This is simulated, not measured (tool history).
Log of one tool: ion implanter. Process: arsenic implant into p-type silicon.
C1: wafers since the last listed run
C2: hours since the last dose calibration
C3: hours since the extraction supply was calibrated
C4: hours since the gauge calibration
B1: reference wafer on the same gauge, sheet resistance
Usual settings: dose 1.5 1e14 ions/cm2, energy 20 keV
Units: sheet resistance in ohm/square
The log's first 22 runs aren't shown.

-- hour=650 Faraday cup replaced and dose calibrated
run 23 hour=650.5 | dose=1.5 energy=20 | C1=2064 C2=0.5 C3=180.1 C4=311.8 | B1=568.41 | sheet_resistance=508.77
run 24 hour=662 | dose=1.5 energy=20 | C1=297 C2=12 C3=191.6 C4=323.3 | B1=568.3 | sheet_resistance=507.76
run 25 hour=684.9 | dose=1.62 energy=16.5 | C1=591 C2=34.9 C3=214.5 C4=346.2 | B1=567.94 | sheet_resistance=493.77
run 26 hour=709.3 | dose=1.22 energy=26.5 | C1=630 C2=59.3 C3=238.9 C4=370.6 | B1=568.42 | sheet_resistance=564.84
run 27 hour=742.3 | dose=1.12 energy=20 | C1=852 C2=92.3 C3=271.9 C4=403.6 | B1=568.23 | sheet_resistance=628.76
run 28 hour=755.7 | dose=1.5 energy=20 | C1=346 C2=105.7 C3=285.3 C4=417 | B1=567.56 | sheet_resistance=508.24
run 29 hour=821.3 | dose=1.22 energy=24.5 | C1=1694 C2=171.3 C3=350.9 C4=482.6 | B1=567.52 | sheet_resistance=571.44
run 30 hour=852.1 | dose=1.21 energy=15 | C1=795 C2=202.1 C3=381.7 C4=513.4 | B1=567.29 | sheet_resistance=621.75
run 31 hour=874.1 | dose=1.29 energy=20 | C1=568 C2=224.1 C3=403.7 C4=535.4 | B1=567.29 | sheet_resistance=566.49
run 32 hour=892.9 | dose=1.86 energy=18 | C1=485 C2=242.9 C3=422.5 C4=554.2 | B1=567.11 | sheet_resistance=437.34
run 33 hour=914.7 | dose=1.5 energy=20 | C1=563 C2=264.7 C3=444.3 C4=576 | B1=566.42 | sheet_resistance=506.41
run 34 hour=946.7 | dose=1.91 energy=20 | C1=826 C2=296.7 C3=476.3 C4=608 | B1=566.59 | sheet_resistance=423.29
run 35 hour=962.1 | dose=1.84 energy=26.5 | C1=397 C2=312.1 C3=491.7 C4=623.4 | B1=565.93 | sheet_resistance=416.64
run 36 hour=991.2 | dose=1.91 energy=14 | C1=751 C2=341.2 C3=520.8 C4=652.5 | B1=565.99 | sheet_resistance=442.71
run 37 hour=1024.3 | dose=1.5 energy=20 | C1=855 C2=374.3 C3=553.9 C4=685.6 | B1=565.63 | sheet_resistance=506.05
run 38 hour=1041.8 | dose=1.5 energy=20 | C1=452 C2=391.8 C3=571.4 C4=703.1 | B1=565.46 | sheet_resistance=508.1

3 ways to go on from here, each from the tool as it stands after run 38. What would each give?
run A hour=1042.2 | dose=1.06 energy=20 | C1=10 C2=392.2 C3=571.8 C4=703.5 | B1=? | sheet_resistance=?
run B hour=1042.2 | dose=1.8 energy=20 | C1=10 C2=392.2 C3=571.8 C4=703.5 | B1=? | sheet_resistance=?
run C hour=1042.2 | dose=1.62 energy=20 | C1=10 C2=392.2 C3=571.8 C4=703.5 | B1=? | sheet_resistance=?

run=A B1=565.73 sheet_resistance=650.42
run=B B1=565.73 sheet_resistance=441.91
run=C B1=565.73 sheet_resistance=478.03
Without the tool's hidden state the same runs would have given:
run=A sheet_resistance=655.56
run=B sheet_resistance=445.4
run=C sheet_resistance=481.81

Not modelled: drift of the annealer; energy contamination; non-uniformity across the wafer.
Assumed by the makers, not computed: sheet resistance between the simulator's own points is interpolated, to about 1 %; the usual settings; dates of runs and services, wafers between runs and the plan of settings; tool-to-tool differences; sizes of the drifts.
